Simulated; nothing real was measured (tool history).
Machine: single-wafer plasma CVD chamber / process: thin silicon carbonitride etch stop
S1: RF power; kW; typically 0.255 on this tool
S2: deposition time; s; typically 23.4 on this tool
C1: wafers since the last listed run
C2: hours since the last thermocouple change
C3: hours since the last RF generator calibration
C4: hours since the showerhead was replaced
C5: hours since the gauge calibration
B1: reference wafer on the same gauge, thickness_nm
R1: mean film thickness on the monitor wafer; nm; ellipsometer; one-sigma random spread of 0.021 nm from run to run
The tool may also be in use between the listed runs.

run	hour	S1	S2	C1	C2	C3	C4	C5	B1	R1
1	0	0.255	23.4	0	888.2	770.4	3907.5	1454.5	16.597	13.945
2	45.8	0.255	23.4	1204	934	816.2	3953.3	1500.3	16.597	13.914
# hour 178.8: gauge calibrated
3	237.3	0.255	20.9	5035	1125.5	1007.7	4144.8	58.5	16.592	12.426
4	337.3	0.255	22.1	2629	1225.5	1107.7	4244.8	158.5	16.598	13.073
5	379.3	0.255	23.4	1104	1267.5	1149.7	4286.8	200.5	16.602	13.879
6	469.6	0.255	23.4	2374	1357.8	1240	4377.1	290.8	16.598	13.857
7	570.7	0.255	23.4	2658	1458.9	1341.1	4478.2	391.9	16.599	13.809
8	668.5	0.255	23.4	2571	1556.7	1438.9	4576	489.7	16.594	13.829
# hour 697.7: showerhead replaced
9	758.3	0.255	21.5	2150	1646.5	1528.7	60.6	579.5	16.604	12.639
10	802.2	0.255	21.5	1154	1690.4	1572.6	104.5	623.4	16.604	12.688
11	904.5	0.275	23.4	2690	1792.7	1674.9	206.8	725.7	16.603	14.13
12	942.9	0.215	23.4	1009	1831.1	1713.3	245.2	764.1	16.605	12.827
13	1006	0.215	23.4	1659	1894.2	1776.4	308.3	827.2	16.6	12.86
# hour 1063.3: RF generator calibrated
# hour 1066.4: thermocouple changed; heater temperature recalibrated
14	1093.7	0.255	23.4	2014	27.3	30.4	396	914.9	16.595	14.057
15	1136.8	0.255	23.4	1133	70.4	73.5	439.1	958	16.605	14.057
16	1228.1	0.225	26.3	2400	161.7	164.8	530.4	1049.3	16.598	15.023

Run 17, settings as shown, results not yet in. Your forecast:
17	1295.7	0.23	23.4	1777	229.3	232.4	598	1116.9	?	?

{"run 17": {"B1": 16.601, "R1": 13.471}}
Without the tool's hidden state the same run would have given R1 13.478 nm.
